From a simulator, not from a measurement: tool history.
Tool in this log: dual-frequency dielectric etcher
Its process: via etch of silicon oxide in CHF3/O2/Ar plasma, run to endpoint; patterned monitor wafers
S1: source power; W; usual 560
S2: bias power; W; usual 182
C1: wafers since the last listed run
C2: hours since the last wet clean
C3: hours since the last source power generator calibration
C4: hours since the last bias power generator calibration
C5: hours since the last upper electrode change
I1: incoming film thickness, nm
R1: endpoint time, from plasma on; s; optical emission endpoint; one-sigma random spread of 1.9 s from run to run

run,hour,S1,S2,C1,C2,C3,C4,C5,I1,R1
1,0,560,182,0,276.5,3767.1,1592.3,4103.1,671.4,395.3
2,9.4,560,182,59,285.9,3776.5,1601.7,4112.5,671.1,392.7
3,18.1,560,205,55,294.6,3785.2,1610.4,4121.2,669.3,376.7
4,32.4,560,205,91,308.9,3799.5,1624.7,4135.5,671.2,381.3
5,43.3,560,205,69,319.8,3810.4,1635.6,4146.4,664.7,377.6
6,58.8,560,158,98,335.3,3825.9,1651.1,4161.9,667.3,415.1
7,75.6,560,158,107,352.1,3842.7,1667.9,4178.7,658.6,408
# hour 100.5: upper electrode replaced
8,101,560,182,8,377.5,3868.1,1693.3,0.5,665.4,397
# hour 106.9: source power generator calibrated
9,107.4,560,182,15,383.9,0.5,1699.7,6.9,667,398.1

The next listed run, before its measurement:
10,114.6,690,140,45,391.1,7.7,1706.9,14.1,666.4,?

R1: 402.9 s
On a tool with no hidden condition, and with the same random variation, this run would have come out at R1 382 s.
